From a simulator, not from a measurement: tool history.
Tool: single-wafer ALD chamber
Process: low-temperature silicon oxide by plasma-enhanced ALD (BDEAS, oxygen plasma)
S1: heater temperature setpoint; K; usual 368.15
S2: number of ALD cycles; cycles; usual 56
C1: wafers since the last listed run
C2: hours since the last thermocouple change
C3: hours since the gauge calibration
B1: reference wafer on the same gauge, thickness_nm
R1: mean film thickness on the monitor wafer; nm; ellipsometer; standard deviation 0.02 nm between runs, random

run	hour	S1	S2	C1	C2	C3	B1	R1
1	0	371.15	65	0	2573.7	176.7	8.683	9.234
2	106.1	371.15	65	408	2679.8	282.8	8.678	9.244
3	139.3	368.15	56	127	2713	316	8.677	8.044
4	169.5	368.15	56	116	2743.2	346.2	8.681	8.028
5	186.2	368.15	56	64	2759.9	362.9	8.682	8.044
6	203.6	368.15	64	66	2777.3	380.3	8.682	9.18
7	218.8	368.15	64	58	2792.5	395.5	8.684	9.186
# hour 247.1: thermocouple changed; heater temperature recalibrated
8	321.3	368.15	56	363	74.2	498	8.684	8.056
9	346.4	368.15	56	96	99.3	523.1	8.681	8.035
10	367.2	356.15	49	80	120.1	543.9	8.681	7.412
11	381.8	357.15	66	56	134.7	558.5	8.682	9.938
12	395.5	375.15	51	52	148.4	572.2	8.686	7.197
# hour 396.4: gauge calibrated
13	416.2	368.15	64	79	169.1	19.8	8.679	9.2
14	433	356.15	49	64	185.9	36.6	8.679	7.376

For run 15, what comes out?
15	463.1	368.15	56	115	216	66.7	?	?

{"run 15": {"B1": 8.682, "R1": 8.05}}
Had the tool carried no hidden state, the very same run would have given R1 8.05 nm.
